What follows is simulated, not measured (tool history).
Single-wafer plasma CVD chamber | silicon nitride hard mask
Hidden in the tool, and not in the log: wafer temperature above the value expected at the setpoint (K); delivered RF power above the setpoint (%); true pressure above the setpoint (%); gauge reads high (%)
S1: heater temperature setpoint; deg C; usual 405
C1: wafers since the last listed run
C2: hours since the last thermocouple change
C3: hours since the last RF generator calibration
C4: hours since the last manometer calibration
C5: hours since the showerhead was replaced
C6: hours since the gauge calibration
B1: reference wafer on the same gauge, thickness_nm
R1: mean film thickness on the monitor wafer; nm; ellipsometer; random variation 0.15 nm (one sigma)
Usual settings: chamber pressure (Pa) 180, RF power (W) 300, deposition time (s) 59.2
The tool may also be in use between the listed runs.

Run 1, hour 0: usual settings but S1 396 deg C; C1 0; C2 1497.5; C3 1124.2; C4 2591.1; C5 6086.8; C6 161.2; B1 71.447. Result: R1 58.373 nm.
Run 2, hour 12.3: usual settings but S1 396 deg C; C1 157; C2 1509.8; C3 1136.5; C4 2603.4; C5 6099.1; C6 173.5; B1 71.465. Result: R1 58.173 nm.
Run 3, hour 18.3: usual settings; C1 76; C2 1515.8; C3 1142.5; C4 2609.4; C5 6105.1; C6 179.5; B1 71.514. Result: R1 58.137 nm.
Run 4, hour 28.7: usual settings; C1 133; C2 1526.2; C3 1152.9; C4 2619.8; C5 6115.5; C6 189.9; B1 71.5. Result: R1 58.079 nm.
Run 5, hour 46.6: usual settings but deposition time (s) 52.1; C1 229; C2 1544.1; C3 1170.8; C4 2637.7; C5 6133.4; C6 207.8; B1 71.561. Result: R1 51.188 nm.
Run 6, hour 53.7: usual settings but deposition time (s) 52.1; C1 90; C2 1551.2; C3 1177.9; C4 2644.8; C5 6140.5; C6 214.9; B1 71.453. Result: R1 51.035 nm.
Run 7, hour 65.6: usual settings; C1 152; C2 1563.1; C3 1189.8; C4 2656.7; C5 6152.4; C6 226.8; B1 71.508. Result: R1 58.282 nm.
At hour 81.2: RF generator calibrated.
Run 8, hour 81.7: usual settings but RF power (W) 345; C1 103; C2 1579.2; C3 0.5; C4 2672.8; C5 6168.5; C6 242.9; B1 71.462. Result: R1 61.715 nm.
Run 9, hour 93: usual settings but RF power (W) 345; C1 144; C2 1590.5; C3 11.8; C4 2684.1; C5 6179.8; C6 254.2; B1 71.54. Result: R1 61.877 nm.
Run 10, hour 107.2: usual settings but RF power (W) 345; C1 181; C2 1604.7; C3 26; C4 2698.3; C5 6194; C6 268.4; B1 71.514. Result: R1 61.547 nm.
At hour 121.2: RF generator calibrated, repeated, since the last time left the tool worse.
Run 11, hour 121.7: usual settings but S1 399 deg C; C1 83; C2 1619.2; C3 0.5; C4 2712.8; C5 6208.5; C6 282.9; B1 71.515. Result: R1 60.772 nm.
Run 12, hour 127.1: usual settings but S1 409 deg C, chamber pressure (Pa) 151, RF power (W) 335, deposition time (s) 69.7; C1 69; C2 1624.6; C3 5.9; C4 2718.2; C5 6213.9; C6 288.3; B1 71.521. Result: R1 72.74 nm.
Run 13, hour 134.6: usual settings but S1 400 deg C, chamber pressure (Pa) 164, RF power (W) 330; C1 96; C2 1632.1; C3 13.4; C4 2725.7; C5 6221.4; C6 295.8; B1 71.529. Result: R1 63.189 nm.
At hour 144.3: gauge calibrated.
At hour 150.3: showerhead replaced.
Run 14, hour 150.8: usual settings but S1 414 deg C; C1 105; C2 1648.3; C3 29.6; C4 2741.9; C5 0.5; C6 6.5; B1 71.507. Result: R1 60.225 nm.
At hour 162.7: thermocouple changed; heater temperature recalibrated.
At hour 203.6: capacitance manometer re-zeroed and calibrated.
Run 15, hour 204.1: usual settings but chamber pressure (Pa) 163, RF power (W) 355, deposition time (s) 62.4; C1 477; C2 41.4; C3 82.9; C4 0.5; C5 53.8; C6 59.8; B1 71.448. Result: R1 69.342 nm.
Run 16, hour 215.8: usual settings; C1 149; C2 53.1; C3 94.6; C4 12.2; C5 65.5; C6 71.5; B1 71.531. Result: R1 60.393 nm.
Run 17, hour 223.5: usual settings; C1 98; C2 60.8; C3 102.3; C4 19.9; C5 73.2; C6 79.2; B1 71.557. Result: R1 60.18 nm.
Run 18, hour 234.4: usual settings but RF power (W) 245; C1 139; C2 71.7; C3 113.2; C4 30.8; C5 84.1; C6 90.1; B1 71.508. Result: R1 51.154 nm.
Run 19, hour 242.3: usual settings but S1 393 deg C; C1 101; C2 79.6; C3 121.1; C4 38.7; C5 92; C6 98; B1 71.526. Result: R1 60.624 nm.
Run 20, hour 260.1: usual settings but S1 414 deg C, chamber pressure (Pa) 219, RF power (W) 345, deposition time (s) 68.3; C1 227; C2 97.4; C3 138.9; C4 56.5; C5 109.8; C6 115.8; B1 71.5. Result: R1 81.074 nm.

3 ways to go on from here, each from the tool as it stands after run 20. What would each give?
Run A, hour 260.5: usual settings but S1 413 deg C; C1 5; C2 97.8; C3 139.3; C4 56.9; C5 110.2; C6 116.2; B1 ?. Result: R1 ?.
Run B, hour 260.5: usual settings but S1 400 deg C, chamber pressure (Pa) 215, RF power (W) 340, deposition time (s) 54.9; C1 5; C2 97.8; C3 139.3; C4 56.9; C5 110.2; C6 116.2; B1 ?. Result: R1 ?.
Run C, hour 260.5: usual settings but S1 400 deg C, RF power (W) 240; C1 5; C2 97.8; C3 139.3; C4 56.9; C5 110.2; C6 116.2; B1 ?. Result: R1 ?.

run      B1      R1
  A  71.481  59.993
  B  71.481  64.658
  C  71.481   50.58
Without the tool's hidden state the same runs would have given:
run      R1
  A  60.325
  B  64.989
  C  50.871
